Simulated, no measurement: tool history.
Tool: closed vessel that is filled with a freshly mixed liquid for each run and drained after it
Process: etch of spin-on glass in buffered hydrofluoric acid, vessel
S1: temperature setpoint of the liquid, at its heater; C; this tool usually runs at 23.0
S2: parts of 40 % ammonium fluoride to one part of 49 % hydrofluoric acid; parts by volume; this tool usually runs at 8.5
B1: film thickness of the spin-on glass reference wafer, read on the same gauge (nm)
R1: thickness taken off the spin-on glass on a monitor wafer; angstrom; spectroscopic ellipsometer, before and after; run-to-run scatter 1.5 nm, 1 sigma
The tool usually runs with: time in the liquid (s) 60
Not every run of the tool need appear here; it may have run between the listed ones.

{"run": 1, "hour": 0.0, "S1": 23.0, "S2": 8.5, "time in the liquid (s)": 60, "B1": 30.0, "R1": 3466.4}
{"run": 2, "hour": 6.7, "S1": 26.5, "S2": 6.0, "time in the liquid (s)": 60, "B1": 30.01, "R1": 5730.2}
{"run": 3, "hour": 16.5, "S1": 26.5, "S2": 6.0, "time in the liquid (s)": 60, "B1": 29.98, "R1": 5811.3}
{"run": 4, "hour": 26.8, "S1": 26.5, "S2": 6.0, "time in the liquid (s)": 60, "B1": 29.97, "R1": 5757.6}
{"run": 5, "hour": 33.0, "S1": 20.5, "S2": 8.5, "time in the liquid (s)": 60, "B1": 30.01, "R1": 3050.4}
{"run": 6, "hour": 40.7, "S1": 20.5, "S2": 8.5, "time in the liquid (s)": 60, "B1": 30.05, "R1": 3006.3}
{"run": 7, "hour": 47.0, "S1": 20.5, "S2": 8.5, "time in the liquid (s)": 60, "B1": 29.99, "R1": 3022.4}
{"run": 8, "hour": 58.7, "S1": 23.0, "S2": 6.5, "time in the liquid (s)": 60, "B1": 29.97, "R1": 4452.7}
{"run": 9, "hour": 69.2, "S1": 23.0, "S2": 6.5, "time in the liquid (s)": 60, "B1": 29.97, "R1": 4469.1}
{"run": 10, "hour": 80.1, "S1": 23.0, "S2": 6.5, "time in the liquid (s)": 60, "B1": 30.0, "R1": 4491.1}
{"run": 11, "hour": 92.8, "S1": 23.0, "S2": 9.5, "time in the liquid (s)": 60, "B1": 30.01, "R1": 3117.5}
{"hour": 98.1, "done": "gauge calibrated"}
{"run": 12, "hour": 100.6, "S1": 23.0, "S2": 8.5, "time in the liquid (s)": 60, "B1": 30.0, "R1": 3514.1}
{"run": 13, "hour": 117.9, "S1": 21.5, "S2": 10.0, "time in the liquid (s)": 75, "B1": 29.95, "R1": 3387.9}
{"run": 14, "hour": 127.1, "S1": 23.0, "S2": 6.0, "time in the liquid (s)": 50, "B1": 30.01, "R1": 4030.9}
{"run": 15, "hour": 136.8, "S1": 23.0, "S2": 8.5, "time in the liquid (s)": 60, "B1": 30.0, "R1": 3491.6}
{"run": 16, "hour": 150.9, "S1": 23.0, "S2": 8.5, "time in the liquid (s)": 85, "B1": 29.97, "R1": 4974.5}
{"run": 17, "hour": 166.1, "S1": 24.0, "S2": 8.5, "time in the liquid (s)": 60, "B1": 29.99, "R1": 3729.7}
{"run": 18, "hour": 182.5, "S1": 23.0, "S2": 8.5, "time in the liquid (s)": 60, "B1": 30.04, "R1": 3533.7}
{"run": 19, "hour": 190.6, "S1": 23.0, "S2": 8.5, "time in the liquid (s)": 45, "B1": 30.01, "R1": 2661.9}
{"hour": 195.3, "done": "thermometer replaced"}
{"run": 20, "hour": 202.4, "S1": 23.0, "S2": 8.5, "time in the liquid (s)": 30, "B1": 29.98, "R1": 1570.2}
{"run": 21, "hour": 214.8, "S1": 23.0, "S2": 8.5, "time in the liquid (s)": 60, "B1": 30.01, "R1": 3146.5}
{"run": 22, "hour": 222.7, "S1": 26.5, "S2": 8.5, "time in the liquid (s)": 60, "B1": 29.96, "R1": 3772.3}
{"run": 23, "hour": 232.9, "S1": 21.0, "S2": 7.0, "time in the liquid (s)": 60, "B1": 30.01, "R1": 3386.4}
{"hour": 236.2, "done": "hydrofluoric acid flow meter replaced"}
{"run": 24, "hour": 249.8, "S1": 25.5, "S2": 8.5, "time in the liquid (s)": 60, "B1": 30.0, "R1": 3178.1}
{"run": 25, "hour": 264.5, "S1": 20.0, "S2": 6.5, "time in the liquid (s)": 95, "B1": 30.05, "R1": 4938.7}
{"run": 26, "hour": 276.8, "S1": 23.0, "S2": 8.5, "time in the liquid (s)": 60, "B1": 30.0, "R1": 2784.1}
{"run": 27, "hour": 283.4, "S1": 25.5, "S2": 6.5, "time in the liquid (s)": 60, "B1": 30.02, "R1": 4173.2}
{"run": 28, "hour": 290.0, "S1": 23.0, "S2": 6.0, "time in the liquid (s)": 50, "B1": 29.99, "R1": 3261.7}
{"run": 29, "hour": 306.9, "S1": 23.0, "S2": 8.5, "time in the liquid (s)": 60, "B1": 29.98, "R1": 2786.9}
{"run": 30, "hour": 322.6, "S1": 23.0, "S2": 8.5, "time in the liquid (s)": 75, "B1": 29.96, "R1": 3505.2}
{"run": 31, "hour": 330.8, "S1": 21.0, "S2": 11.5, "time in the liquid (s)": 40, "B1": 30.01, "R1": 1287.1}
{"run": 32, "hour": 343.2, "S1": 21.0, "S2": 8.5, "time in the liquid (s)": 60, "B1": 30.0, "R1": 2524.2}
{"run": 33, "hour": 349.9, "S1": 20.5, "S2": 10.5, "time in the liquid (s)": 85, "B1": 30.0, "R1": 2915.2}
{"run": 34, "hour": 360.7, "S1": 26.0, "S2": 10.0, "time in the liquid (s)": 40, "B1": 30.0, "R1": 1918.3}

Below are 3 alternative next runs, each starting from the tool's condition after run 34. Predict each:
{"run": "A", "hour": 361.4, "S1": 23.0, "S2": 8.5, "time in the liquid (s)": 80, "B1": "?", "R1": "?"}
{"run": "B", "hour": 361.4, "S1": 23.0, "S2": 7.5, "time in the liquid (s)": 35, "B1": "?", "R1": "?"}
{"run": "C", "hour": 361.4, "S1": 19.0, "S2": 7.0, "time in the liquid (s)": 80, "B1": "?", "R1": "?"}

run=A B1=30.01 R1=3773.6
run=B B1=30.01 R1=1890.6
run=C B1=30.01 R1=3717.3
Without the tool's unlogged condition, the same runs would have read:
run=A R1=3662.9
run=B R1=1835.1
run=C R1=3618.4

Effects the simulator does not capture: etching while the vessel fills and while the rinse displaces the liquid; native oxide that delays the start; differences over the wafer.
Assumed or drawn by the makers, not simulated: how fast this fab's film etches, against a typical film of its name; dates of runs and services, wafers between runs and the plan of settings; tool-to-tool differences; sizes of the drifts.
